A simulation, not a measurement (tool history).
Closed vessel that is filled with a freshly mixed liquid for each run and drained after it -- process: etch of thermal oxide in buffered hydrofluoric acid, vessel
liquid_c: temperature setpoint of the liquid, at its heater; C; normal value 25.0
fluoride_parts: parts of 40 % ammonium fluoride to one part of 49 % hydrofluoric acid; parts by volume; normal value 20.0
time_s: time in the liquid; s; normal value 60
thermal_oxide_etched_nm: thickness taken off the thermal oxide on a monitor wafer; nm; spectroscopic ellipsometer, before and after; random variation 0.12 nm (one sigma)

| run | hour | liquid_c | fluoride_parts | time_s | wafers since the last listed run | hours since the thermometer was replaced | hours since the hydrofluoric acid flow meter was replaced | hours since the gauge calibration | read-back film thickness of the thermal oxide reference wafer, read on the same gauge (nm) | thermal_oxide_etched_nm |
|---|---|---|---|---|---|---|---|---|---|---|
| 1 | 0.0 | 25.0 | 20.0 | 60 | 0 | 1678.9 | 1475.0 | 387.7 | 120.00 | 33.27 |
| 2 | 35.1 | 25.0 | 20.0 | 60 | 3247 | 1714.0 | 1510.1 | 422.8 | 120.00 | 33.19 |
| 3 | 66.5 | 25.0 | 20.0 | 85 | 2904 | 1745.4 | 1541.5 | 454.2 | 120.01 | 46.97 |
| 4 | 92.7 | 25.0 | 20.0 | 85 | 2423 | 1771.6 | 1567.7 | 480.4 | 120.00 | 46.96 |
| 5 | 120.4 | 25.0 | 20.0 | 60 | 2562 | 1799.3 | 1595.4 | 508.1 | 119.99 | 33.02 |
| 6 | 143.2 | 25.0 | 20.0 | 60 | 2109 | 1822.1 | 1618.2 | 530.9 | 119.98 | 33.17 |
| 7 | 167.9 | 25.0 | 20.0 | 60 | 2285 | 1846.8 | 1642.9 | 555.6 | 119.99 | 33.24 |
| 8 | 187.9 | 25.0 | 20.0 | 60 | 1850 | 1866.8 | 1662.9 | 575.6 | 120.00 | 33.08 |
| 9 | 216.7 | 25.0 | 20.0 | 45 | 2664 | 1895.6 | 1691.7 | 604.4 | 119.98 | 24.55 |
| 10 | 248.1 | 25.0 | 20.0 | 60 | 2904 | 1927.0 | 1723.1 | 635.8 | 120.01 | 32.92 |
| 11 | 263.8 | 25.0 | 20.0 | 60 | 1452 | 1942.7 | 1738.8 | 651.5 | 120.00 | 32.98 |
| 12 | 288.9 | 25.0 | 20.0 | 60 | 2322 | 1967.8 | 1763.9 | 676.6 | 120.00 | 32.87 |
| 13 | 322.3 | 25.0 | 16.5 | 75 | 3089 | 2001.2 | 1797.3 | 710.0 | 120.00 | 47.87 |
|  | 337.2 | hydrofluoric acid flow meter replaced |
| 14 | 377.9 | 28.0 | 26.5 | 60 | 5051 | 2056.8 | 40.7 | 765.6 | 119.99 | 34.50 |
| 15 | 409.5 | 20.0 | 24.5 | 90 | 2923 | 2088.4 | 72.3 | 797.2 | 120.01 | 35.17 |
|  | 416.6 | gauge calibrated |
| 16 | 435.0 | 26.5 | 20.0 | 45 | 2359 | 2113.9 | 97.8 | 18.4 | 120.00 | 29.06 |
| 17 | 450.7 | 25.0 | 16.5 | 75 | 1452 | 2129.6 | 113.5 | 34.1 | 120.01 | 53.53 |
| 18 | 484.9 | 25.0 | 20.0 | 60 | 3163 | 2163.8 | 147.7 | 68.3 | 120.01 | 35.48 |
|  | 513.7 | thermometer replaced |
| 19 | 514.2 | 25.0 | 16.5 | 75 | 2618 | 0.5 | 177.0 | 97.6 | 120.03 | 53.36 |
| 20 | 528.3 | 28.0 | 27.5 | 35 | 1304 | 14.6 | 191.1 | 111.7 | 120.00 | 19.48 |
| 21 | 562.0 | 21.5 | 20.0 | 60 | 3117 | 48.3 | 224.8 | 145.4 | 120.01 | 29.14 |
| 22 | 583.5 | 26.5 | 22.5 | 90 | 1989 | 69.8 | 246.3 | 166.9 | 120.00 | 53.07 |
| 23 | 604.8 | 21.5 | 26.0 | 85 | 1970 | 91.1 | 267.6 | 188.2 | 120.00 | 34.61 |
| 24 | 637.1 | 25.0 | 20.0 | 60 | 2988 | 123.4 | 299.9 | 220.5 | 120.00 | 35.22 |
| 25 | 656.3 | 25.0 | 17.5 | 60 | 1776 | 142.6 | 319.1 | 239.7 | 119.99 | 39.80 |
| 26 | 686.9 | 21.0 | 26.5 | 30 | 2830 | 173.2 | 349.7 | 270.3 | 119.99 | 11.63 |
| 27 | 718.6 | 21.5 | 22.5 | 30 | 2932 | 204.9 | 381.4 | 302.0 | 120.00 | 13.40 |

Pick out some run-to-run changes in thermal_oxide_etched_nm. Of each, how much would a tool without hidden state show as well, from the settings, what came in and chance, and how much is left for the hidden state and any gauge scatter not in both results compared?
What the log doesn't record here: liquid hotter than its thermometer reads (K); hydrofluoric acid flow below the setpoint (%); gauge reads high (%).
Run 12 -> 13: fluoride_parts 20.0 -> 16.5, time_s 60 -> 75. thermal_oxide_etched_nm +15.00 nm: hidden state -3.37, all else +18.37.
Run 13 -> 14: liquid_c 25.0 -> 28.0, fluoride_parts 16.5 -> 26.5, time_s 75 -> 60, hydrofluoric acid flow meter replaced. thermal_oxide_etched_nm -13.37 nm: hidden state +6.13, all else -19.50.
Run 19 -> 20: liquid_c 25.0 -> 28.0, fluoride_parts 16.5 -> 27.5, time_s 75 -> 35. thermal_oxide_etched_nm -33.88 nm: hidden state +0.52, all else -34.40.
Run 25 -> 26: liquid_c 25.0 -> 21.0, fluoride_parts 17.5 -> 26.5, time_s 60 -> 30. thermal_oxide_etched_nm -28.17 nm: hidden state +0.70, all else -28.87.
